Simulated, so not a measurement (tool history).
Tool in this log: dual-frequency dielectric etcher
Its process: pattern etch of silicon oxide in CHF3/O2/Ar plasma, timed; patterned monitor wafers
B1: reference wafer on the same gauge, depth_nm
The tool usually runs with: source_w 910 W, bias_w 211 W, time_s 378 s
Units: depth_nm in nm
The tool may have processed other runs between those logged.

{"run": 1, "hour": 0.0, "source_w": 910, "bias_w": 211, "time_s": 378, "B1": 947.1, "depth_nm": 813.5}
{"run": 2, "hour": 56.8, "source_w": 910, "bias_w": 211, "time_s": 378, "B1": 946.7, "depth_nm": 814.9}
{"run": 3, "hour": 134.9, "source_w": 910, "bias_w": 211, "time_s": 378, "B1": 946.5, "depth_nm": 814.7}
{"run": 4, "hour": 235.3, "source_w": 910, "bias_w": 211, "time_s": 378, "B1": 947.1, "depth_nm": 819.2}
{"run": 5, "hour": 321.4, "source_w": 910, "bias_w": 211, "time_s": 378, "B1": 946.8, "depth_nm": 818.9}
{"hour": 437.7, "done": "wet clean of the chamber"}
{"run": 6, "hour": 438.2, "source_w": 910, "bias_w": 211, "time_s": 378, "B1": 946.8, "depth_nm": 817}
{"run": 7, "hour": 463.7, "source_w": 910, "bias_w": 211, "time_s": 335, "B1": 947.3, "depth_nm": 724.9}
{"run": 8, "hour": 564.9, "source_w": 910, "bias_w": 211, "time_s": 335, "B1": 947, "depth_nm": 726.2}
{"run": 9, "hour": 644.7, "source_w": 910, "bias_w": 211, "time_s": 378, "B1": 947, "depth_nm": 817.9}
{"run": 10, "hour": 730.9, "source_w": 910, "bias_w": 211, "time_s": 317.5, "B1": 947.1, "depth_nm": 690.6}
{"run": 11, "hour": 783.5, "source_w": 910, "bias_w": 252, "time_s": 413, "B1": 946.8, "depth_nm": 931.1}
{"run": 12, "hour": 869.8, "source_w": 910, "bias_w": 185, "time_s": 491, "B1": 947.1, "depth_nm": 1049.8}
{"run": 13, "hour": 949.9, "source_w": 1130, "bias_w": 211, "time_s": 458, "B1": 947.5, "depth_nm": 1077.5}
{"hour": 1010.4, "done": "wet clean of the chamber"}
{"run": 14, "hour": 1269.2, "source_w": 910, "bias_w": 254, "time_s": 378, "B1": 946.5, "depth_nm": 858.5}
{"run": 15, "hour": 1371.8, "source_w": 720, "bias_w": 192, "time_s": 300.5, "B1": 947.2, "depth_nm": 599.5}
{"hour": 1411.9, "done": "gauge calibrated"}
{"run": 16, "hour": 1461.1, "source_w": 910, "bias_w": 225, "time_s": 339.5, "B1": 947.1, "depth_nm": 755.9}
{"hour": 1480.5, "done": "source power generator calibrated"}
{"run": 17, "hour": 1504.2, "source_w": 1110, "bias_w": 227, "time_s": 378, "B1": 947, "depth_nm": 887.5}
{"hour": 1534.8, "done": "bias power generator calibrated"}
{"run": 18, "hour": 1558.1, "source_w": 910, "bias_w": 211, "time_s": 378, "B1": 946.7, "depth_nm": 819.4}
{"run": 19, "hour": 1604.4, "source_w": 1020, "bias_w": 211, "time_s": 473.5, "B1": 947.4, "depth_nm": 1068.4}
{"hour": 1629.1, "done": "upper electrode replaced"}
{"hour": 1641.3, "done": "wet clean of the chamber"}
{"run": 20, "hour": 1668.3, "source_w": 910, "bias_w": 211, "time_s": 319, "B1": 947, "depth_nm": 685.8}
{"run": 21, "hour": 1748.3, "source_w": 810, "bias_w": 211, "time_s": 378, "B1": 947.2, "depth_nm": 786.3}
{"run": 22, "hour": 1808.8, "source_w": 910, "bias_w": 252, "time_s": 413, "B1": 946.8, "depth_nm": 920.5}
{"run": 23, "hour": 1907.4, "source_w": 910, "bias_w": 175, "time_s": 378, "B1": 946.6, "depth_nm": 796.8}
{"run": 24, "hour": 1991.7, "source_w": 910, "bias_w": 211, "time_s": 319, "B1": 947.1, "depth_nm": 695.2}
{"run": 25, "hour": 2069.4, "source_w": 780, "bias_w": 260, "time_s": 378, "B1": 947.3, "depth_nm": 815.9}
{"run": 26, "hour": 2144.9, "source_w": 1080, "bias_w": 231, "time_s": 378, "B1": 946.9, "depth_nm": 887}
{"run": 27, "hour": 2204.4, "source_w": 910, "bias_w": 252, "time_s": 413, "B1": 946.8, "depth_nm": 934}
{"run": 28, "hour": 2285.9, "source_w": 910, "bias_w": 211, "time_s": 378, "B1": 947.4, "depth_nm": 824.6}

For some of the steps in depth_nm from one run to the next: how much would appear even if the tool had no hidden state, given the settings, what came in and random variation, and how much remains for the hidden state plus any gauge scatter that the measured result and the result without hidden state don't share?
Unlogged tool condition in this case: etch rate over this chamber's usual, %; source power that arrives over what is set, %; bias power that arrives over what is set, %; gauge reads high (%).
Run 14 -> 15: source_w 910 -> 720, bias_w 254 -> 192, time_s 378 -> 300.5. depth_nm -259 nm: hidden state -3.2, all else -255.8.
Run 16 -> 17: source_w 910 -> 1110, bias_w 225 -> 227, time_s 339.5 -> 378, source power generator calibrated. depth_nm +131.6 nm: hidden state -10.2, all else +141.8.
Run 19 -> 20: source_w 1020 -> 910, time_s 473.5 -> 319, upper electrode replaced, wet clean of the chamber. depth_nm -382.6 nm: hidden state -10.5, all else -372.1.

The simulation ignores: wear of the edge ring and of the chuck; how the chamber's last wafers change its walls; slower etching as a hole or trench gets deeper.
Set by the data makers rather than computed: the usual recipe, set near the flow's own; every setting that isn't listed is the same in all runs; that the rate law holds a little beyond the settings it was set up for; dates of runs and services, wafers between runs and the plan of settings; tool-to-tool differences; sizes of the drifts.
